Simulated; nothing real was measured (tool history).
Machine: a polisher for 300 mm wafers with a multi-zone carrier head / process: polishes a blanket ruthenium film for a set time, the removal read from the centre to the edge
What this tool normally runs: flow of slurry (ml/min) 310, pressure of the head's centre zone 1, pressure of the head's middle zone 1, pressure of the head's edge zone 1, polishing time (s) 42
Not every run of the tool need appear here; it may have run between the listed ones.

run,day,flow of slurry (ml/min),pressure of the head's centre zone,pressure of the head's middle zone,pressure of the head's edge zone,polishing time (s),"incoming thickness of the incoming film, nm",film removed at the wafer's centre (Å),film removed at mid-radius (Å),film removed at the wafer's edge (Å)
1,0,310,1,1,0.93,42,299.7,262,230,231
# day 0.908: slurry nozzle cleaned
# day 0.946: worn pad replaced by a new one
2,2.962,310,1,1,0.93,42,299.9,261,232,233
3,4.554,310,1,1,0.93,42,302.6,272,229,233
4,6.412,310,1,1,1,42,297.3,264,230,238
# day 6.604: edge zone pressure recalibrated
# day 7.275: centre zone pressure recalibrated, repeated, since the last time left the tool worse
5,8.962,310,1,1,1,42,293.5,237,229,238
6,11.796,310,1,1,1,42,296.3,231,229,242
7,14.521,310,0.97,1,1,49,301.4,269,269,281
# day 15.271: worn pad replaced by a new one
8,16.562,310,1,1,1,42,297.7,239,229,239
# day 16.925: slurry nozzle cleaned
9,19.062,310,1,1,1,42,306.3,236,231,241
10,22.354,310,0.96,1,0.94,42,296.3,233,230,233
11,24.512,310,1,0.93,1,42,297.4,248,220,238
# day 26.15: carrier head's membrane replaced by a new one
# day 26.779: centre zone pressure recalibrated
12,26.8,270,1,1,1,42,296.6,233,226,238
13,28.525,310,1,1,1,42,304.2,235,227,238

Estimate the outcome of run 14 from the log above:
# day 30.25: worn pad replaced by a new one
14,30.917,310,1,1,1.09,32,295.3,?,?,?

{"run 14": {"film removed at the wafer's centre (Å)": 181, "film removed at mid-radius (Å)": 177, "film removed at the wafer's edge (Å)": 191}}
Had the tool carried no hidden state, the very same run would have given film removed at the wafer's centre (Å) 180, film removed at mid-radius (Å) 177, film removed at the wafer's edge (Å) 191.
